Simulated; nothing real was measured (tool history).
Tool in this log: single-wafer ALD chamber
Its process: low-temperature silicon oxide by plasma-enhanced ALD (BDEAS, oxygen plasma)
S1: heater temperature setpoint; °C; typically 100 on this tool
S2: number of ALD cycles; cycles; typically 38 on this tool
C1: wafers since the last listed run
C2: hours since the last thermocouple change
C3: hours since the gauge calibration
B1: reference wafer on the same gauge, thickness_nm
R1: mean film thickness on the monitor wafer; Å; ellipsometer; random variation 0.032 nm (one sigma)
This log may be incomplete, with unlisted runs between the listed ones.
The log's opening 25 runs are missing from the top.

run	hour	S1	S2	C1	C2	C3	B1	R1
26	1710.7	95	38	373	266.6	2675.7	5.042	56.18
27	1773.4	113	43	293	329.3	2738.4	5.053	61.47
# hour 1855.2: gauge calibrated
28	1907.3	100	38	626	463.2	52.1	5.052	54.9
29	2011.1	86	32	485	567	155.9	5.06	48.64
30	2048.2	100	38	173	604.1	193	5.045	54.76
31	2139.6	93	31	427	695.5	284.4	5.044	45.62
32	2193.9	87	38	254	749.8	338.7	5.043	57.24
33	2236.3	108	38	198	792.2	381.1	5.045	54.71
34	2284.2	100	41	224	840.1	429	5.05	59.66
35	2328.8	108	43	208	884.7	473.6	5.052	62.12
36	2454.5	100	33	588	1010.4	599.3	5.049	47.83
37	2529.9	100	38	352	1085.8	674.7	5.049	55.57
38	2612.4	106	32	386	1168.3	757.2	5.044	45.75
39	2653.3	100	34	191	1209.2	798.1	5.06	48.61

Predict the results of run 40:
40	2701.5	100	40	225	1257.4	846.3	?	?

Run 40 gave B1 5.05, R1 58.43 Å.
Without the tool's hidden state the same run would have given R1 58.43 Å.

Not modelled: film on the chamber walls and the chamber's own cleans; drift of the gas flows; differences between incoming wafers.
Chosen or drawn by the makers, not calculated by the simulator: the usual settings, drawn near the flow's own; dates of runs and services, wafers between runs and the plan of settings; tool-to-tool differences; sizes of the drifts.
